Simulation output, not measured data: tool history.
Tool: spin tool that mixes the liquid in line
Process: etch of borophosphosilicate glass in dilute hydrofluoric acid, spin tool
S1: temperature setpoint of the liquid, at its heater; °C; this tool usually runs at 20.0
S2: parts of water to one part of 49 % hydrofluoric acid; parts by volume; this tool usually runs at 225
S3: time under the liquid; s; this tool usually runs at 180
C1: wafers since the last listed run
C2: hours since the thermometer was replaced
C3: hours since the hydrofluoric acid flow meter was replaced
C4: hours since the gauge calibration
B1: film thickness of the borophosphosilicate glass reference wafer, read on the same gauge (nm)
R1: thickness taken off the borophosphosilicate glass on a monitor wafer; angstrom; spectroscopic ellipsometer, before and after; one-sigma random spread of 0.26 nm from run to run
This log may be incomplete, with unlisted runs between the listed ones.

| run | hour | S1 | S2 | S3 | C1 | C2 | C3 | C4 | B1 | R1 |
|---|---|---|---|---|---|---|---|---|---|---|
| 1 | 0.0 | 20.0 | 225 | 145 | 0 | 2143.1 | 336.8 | 7.8 | 50.02 | 230.5 |
| 2 | 16.8 | 20.0 | 225 | 145 | 100 | 2159.9 | 353.6 | 24.6 | 49.97 | 231.4 |
| 3 | 23.0 | 22.0 | 225 | 180 | 37 | 2166.1 | 359.8 | 30.8 | 50.02 | 316.1 |
| 4 | 38.0 | 20.0 | 225 | 180 | 89 | 2181.1 | 374.8 | 45.8 | 50.01 | 290.3 |
| 5 | 55.5 | 20.0 | 225 | 115 | 104 | 2198.6 | 392.3 | 63.3 | 49.99 | 184.3 |
| 6 | 72.1 | 20.0 | 225 | 115 | 99 | 2215.2 | 408.9 | 79.9 | 50.05 | 183.1 |
| 7 | 85.0 | 20.0 | 225 | 115 | 77 | 2228.1 | 421.8 | 92.8 | 49.96 | 180.5 |
| 8 | 92.2 | 20.0 | 270 | 180 | 43 | 2235.3 | 429.0 | 100.0 | 50.01 | 225.0 |
| 9 | 106.7 | 20.0 | 270 | 180 | 86 | 2249.8 | 443.5 | 114.5 | 50.00 | 226.9 |
| 10 | 119.5 | 20.0 | 270 | 180 | 76 | 2262.6 | 456.3 | 127.3 | 49.96 | 223.5 |
| 11 | 126.1 | 20.0 | 225 | 180 | 39 | 2269.2 | 462.9 | 133.9 | 50.00 | 284.2 |
| 12 | 138.1 | 20.0 | 225 | 180 | 71 | 2281.2 | 474.9 | 145.9 | 50.00 | 283.5 |
| 13 | 146.1 | 20.0 | 225 | 180 | 47 | 2289.2 | 482.9 | 153.9 | 49.98 | 281.4 |
| 14 | 154.8 | 22.5 | 225 | 180 | 52 | 2297.9 | 491.6 | 162.6 | 50.03 | 305.5 |
|  | 162.5 | hydrofluoric acid flow meter replaced |
| 15 | 163.9 | 20.0 | 275 | 220 | 48 | 2307.0 | 1.4 | 171.7 | 50.01 | 296.7 |
| 16 | 180.5 | 21.5 | 225 | 260 | 99 | 2323.6 | 18.0 | 188.3 | 50.06 | 472.7 |
| 17 | 195.2 | 17.5 | 120 | 80 | 88 | 2338.3 | 32.7 | 203.0 | 50.03 | 260.0 |
| 18 | 204.9 | 20.0 | 130 | 180 | 58 | 2348.0 | 42.4 | 212.7 | 50.02 | 584.5 |
|  | 218.5 | gauge calibrated |
| 19 | 222.4 | 20.0 | 130 | 180 | 104 | 2365.5 | 59.9 | 3.9 | 50.00 | 576.4 |
|  | 230.0 | thermometer replaced |
| 20 | 234.8 | 20.0 | 195 | 270 | 68 | 4.8 | 72.3 | 16.3 | 50.00 | 542.8 |
| 21 | 252.6 | 22.0 | 170 | 180 | 106 | 22.6 | 90.1 | 34.1 | 49.95 | 461.8 |
| 22 | 299.2 | 20.0 | 225 | 180 | 279 | 69.2 | 136.7 | 80.7 | 50.01 | 305.2 |
| 23 | 308.8 | 22.0 | 170 | 180 | 57 | 78.8 | 146.3 | 90.3 | 49.98 | 450.3 |
| 24 | 324.8 | 21.5 | 225 | 240 | 95 | 94.8 | 162.3 | 106.3 | 50.03 | 418.8 |
| 25 | 333.5 | 20.0 | 225 | 180 | 52 | 103.5 | 171.0 | 115.0 | 50.04 | 301.1 |
| 26 | 373.5 | 20.0 | 225 | 180 | 239 | 143.5 | 211.0 | 155.0 | 50.03 | 297.9 |
| 27 | 383.0 | 17.0 | 300 | 270 | 56 | 153.0 | 220.5 | 164.5 | 50.01 | 286.0 |
| 28 | 394.6 | 17.0 | 305 | 125 | 69 | 164.6 | 232.1 | 176.1 | 49.99 | 126.3 |

Predict each of these 5 candidate next runs independently; none follows another, all start after run 28:
| A | 395.1 | 17.0 | 225 | 180 | 2 | 165.1 | 232.6 | 176.6 | ? | ? |
| B | 395.1 | 25.0 | 170 | 75 | 2 | 165.1 | 232.6 | 176.6 | ? | ? |
| C | 395.1 | 18.5 | 150 | 120 | 2 | 165.1 | 232.6 | 176.6 | ? | ? |
| D | 395.1 | 23.5 | 225 | 245 | 2 | 165.1 | 232.6 | 176.6 | ? | ? |
| E | 395.1 | 20.0 | 120 | 255 | 2 | 165.1 | 232.6 | 176.6 | ? | ? |

| run | B1 | R1 |
|---|---|---|
| A | 49.99 | 265.3 |
| B | 49.99 | 210.1 |
| C | 49.99 | 302.9 |
| D | 49.99 | 461.6 |
| E | 49.99 | 882.7 |
The same runs, with their run-to-run variation unchanged, on a tool lacking any hidden condition would have given:
| run | R1 |
|---|---|
| A | 277.1 |
| B | 219.4 |
| C | 315.8 |
| D | 482.6 |
| E | 919.5 |
